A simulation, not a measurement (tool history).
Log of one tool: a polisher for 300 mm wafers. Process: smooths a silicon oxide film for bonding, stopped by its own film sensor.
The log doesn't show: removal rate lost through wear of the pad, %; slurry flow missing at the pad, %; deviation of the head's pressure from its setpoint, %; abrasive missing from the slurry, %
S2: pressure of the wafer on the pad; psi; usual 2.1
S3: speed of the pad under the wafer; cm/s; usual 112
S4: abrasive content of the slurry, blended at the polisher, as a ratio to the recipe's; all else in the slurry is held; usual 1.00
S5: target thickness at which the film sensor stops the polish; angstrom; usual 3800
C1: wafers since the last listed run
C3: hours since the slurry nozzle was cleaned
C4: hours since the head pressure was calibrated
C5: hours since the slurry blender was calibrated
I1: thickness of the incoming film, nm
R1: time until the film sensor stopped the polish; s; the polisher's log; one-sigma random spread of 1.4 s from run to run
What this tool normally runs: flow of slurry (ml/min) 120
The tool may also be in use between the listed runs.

Run 1, hour 0.0: usual settings but S2 2.6 psi, S3 126 cm/s; C1 0; wafers polished on this pad 515; C3 558.7; C4 408.0; C5 52.1; I1 446.9. Result: R1 57.8 s.
Run 2, hour 58.1: usual settings but S2 2.6 psi, S3 126 cm/s; C1 370; wafers polished on this pad 886; C3 616.8; C4 466.1; C5 110.2; I1 430.6. Result: R1 45.2 s.
At hour 90.5: head pressure recalibrated.
Run 3, hour 124.1: usual settings but S2 2.6 psi, S3 126 cm/s; C1 408; wafers polished on this pad 1295; C3 682.8; C4 33.6; C5 176.2; I1 446.6. Result: R1 58.0 s.
Run 4, hour 189.7: usual settings; C1 418; wafers polished on this pad 1714; C3 748.4; C4 99.2; C5 241.8; I1 446.4. Result: R1 78.9 s.
At hour 217.6: slurry nozzle cleaned.
Run 5, hour 234.9: usual settings; C1 282; wafers polished on this pad 1996; C3 17.3; C4 144.4; C5 287.0; I1 438.3. Result: R1 68.7 s.
Run 6, hour 289.7: usual settings; C1 349; wafers polished on this pad 2346; C3 72.1; C4 199.2; C5 341.8; I1 432.3. Result: R1 60.8 s.
Run 7, hour 359.2: usual settings but flow of slurry (ml/min) 105, S3 86 cm/s; C1 443; wafers polished on this pad 2790; C3 141.6; C4 268.7; C5 411.3; I1 431.4. Result: R1 78.3 s.
At hour 414.8: worn pad replaced by a new one.
Run 8, hour 417.4: usual settings but S3 74 cm/s; C1 346; wafers polished on this pad 16; C3 199.8; C4 326.9; C5 469.5; I1 441.1. Result: R1 99.5 s.
At hour 439.0: slurry blender recalibrated.
Run 9, hour 476.0: usual settings but S3 86 cm/s, S4 1.15, S5 3670 angstrom; C1 361; wafers polished on this pad 377; C3 258.4; C4 385.5; C5 37.0; I1 433.2. Result: R1 93.0 s.
Run 10, hour 521.7: usual settings; C1 291; wafers polished on this pad 669; C3 304.1; C4 431.2; C5 82.7; I1 434.1. Result: R1 63.4 s.
Run 11, hour 569.8: usual settings but flow of slurry (ml/min) 140, S3 94 cm/s, S4 0.90; C1 307; wafers polished on this pad 976; C3 352.2; C4 479.3; C5 130.8; I1 446.3. Result: R1 90.5 s.
Run 12, hour 624.4: usual settings but S3 96 cm/s, S4 1.15; C1 348; wafers polished on this pad 1325; C3 406.8; C4 533.9; C5 185.4; I1 443.0. Result: R1 78.4 s.
At hour 647.8: head pressure recalibrated.
Run 13, hour 656.8: usual settings; C1 194; wafers polished on this pad 1519; C3 439.2; C4 9.0; C5 217.8; I1 437.3. Result: R1 69.4 s.
Run 14, hour 699.6: usual settings but S3 80 cm/s; C1 273; wafers polished on this pad 1792; C3 482.0; C4 51.8; C5 260.6; I1 440.2. Result: R1 92.8 s.
Run 15, hour 836.5: usual settings but S4 0.70; C1 874; wafers polished on this pad 2666; C3 618.9; C4 188.7; C5 397.5; I1 447.6. Result: R1 90.6 s.
Run 16, hour 891.2: usual settings but flow of slurry (ml/min) 140, S3 144 cm/s; C1 349; wafers polished on this pad 3016; C3 673.6; C4 243.4; C5 452.2; I1 439.3. Result: R1 54.8 s.
At hour 905.3: worn pad replaced by a new one.
Run 17, hour 962.4: usual settings; C1 429; wafers polished on this pad 364; C3 744.8; C4 314.6; C5 523.4; I1 438.9. Result: R1 66.6 s.
At hour 984.6: slurry nozzle cleaned.
At hour 1008.2: slurry blender recalibrated.
Run 18, hour 1023.8: usual settings but S2 2.4 psi, S3 124 cm/s; C1 372; wafers polished on this pad 737; C3 39.2; C4 376.0; C5 15.6; I1 436.7. Result: R1 53.7 s.
Run 19, hour 1069.8: usual settings but S4 1.20; C1 293; wafers polished on this pad 1031; C3 85.2; C4 422.0; C5 61.6; I1 439.5. Result: R1 67.5 s.
Run 20, hour 1129.2: usual settings but S2 2.6 psi, S5 3680 angstrom; C1 379; wafers polished on this pad 1410; C3 144.6; C4 481.4; C5 121.0; I1 442.3. Result: R1 69.7 s.
At hour 1182.7: head pressure recalibrated.
Run 21, hour 1200.4: usual settings; C1 441; wafers polished on this pad 1852; C3 215.8; C4 17.7; C5 192.2; I1 444.3. Result: R1 72.7 s.
Run 22, hour 1251.4: usual settings but flow of slurry (ml/min) 145, S2 1.6 psi, S5 3700 angstrom; C1 325; wafers polished on this pad 2178; C3 266.8; C4 68.7; C5 243.2; I1 441.8. Result: R1 108.8 s.
Run 23, hour 1299.7: usual settings; C1 308; wafers polished on this pad 2486; C3 315.1; C4 117.0; C5 291.5; I1 432.1. Result: R1 59.5 s.
Run 24, hour 1333.5: usual settings but flow of slurry (ml/min) 85; C1 215; wafers polished on this pad 2702; C3 348.9; C4 150.8; C5 325.3; I1 439.7. Result: R1 77.3 s.
Run 25, hour 1489.2: usual settings but S4 0.85, S5 3600 angstrom; C1 994; wafers polished on this pad 3696; C3 504.6; C4 306.5; C5 481.0; I1 439.7. Result: R1 95.4 s.
At hour 1508.6: worn pad replaced by a new one.
Run 26, hour 1548.5: usual settings but flow of slurry (ml/min) 100, S4 0.90; C1 353; wafers polished on this pad 254; C3 563.9; C4 365.8; C5 540.3; I1 439.6. Result: R1 73.6 s.
Run 27, hour 1608.5: usual settings but S4 0.70; C1 383; wafers polished on this pad 637; C3 623.9; C4 425.8; C5 600.3; I1 430.8. Result: R1 65.5 s.
At hour 1626.6: slurry blender recalibrated.
Run 28, hour 1652.0: usual settings but flow of slurry (ml/min) 95, S4 0.75, S5 3600 angstrom; C1 264; wafers polished on this pad 902; C3 667.4; C4 469.3; C5 25.4; I1 448.1. Result: R1 119.3 s.
At hour 1659.2: head pressure recalibrated.
Run 29, hour 1704.9: usual settings; C1 325; wafers polished on this pad 1227; C3 720.3; C4 45.7; C5 78.3; I1 440.0. Result: R1 68.3 s.
Run 30, hour 1745.5: usual settings but flow of slurry (ml/min) 85, S3 96 cm/s, S4 1.10, S5 3940 angstrom; C1 259; wafers polished on this pad 1487; C3 760.9; C4 86.3; C5 118.9; I1 448.9. Result: R1 75.1 s.

Forecast each of these 4 alternatives for the next run:
Run A, hour 1745.9: usual settings; C1 2; wafers polished on this pad 1489; C3 761.3; C4 86.7; C5 119.3; I1 441.8. Result: R1 ?.
Run B, hour 1745.9: usual settings but S3 130 cm/s; C1 2; wafers polished on this pad 1489; C3 761.3; C4 86.7; C5 119.3; I1 441.8. Result: R1 ?.
Run C, hour 1745.9: usual settings but S3 124 cm/s, S4 0.70, S5 3940 angstrom; C1 2; wafers polished on this pad 1489; C3 761.3; C4 86.7; C5 119.3; I1 441.8. Result: R1 ?.
Run D, hour 1745.9: usual settings but S2 1.7 psi; C1 2; wafers polished on this pad 1489; C3 761.3; C4 86.7; C5 119.3; I1 441.8. Result: R1 ?.

run    R1
  A  71.9
  B  63.8
  C  57.9
  D  88.8
What these runs would have given with no unlogged condition in the tool:
run    R1
  A  71.9
  B  63.8
  C  57.9
  D  88.8
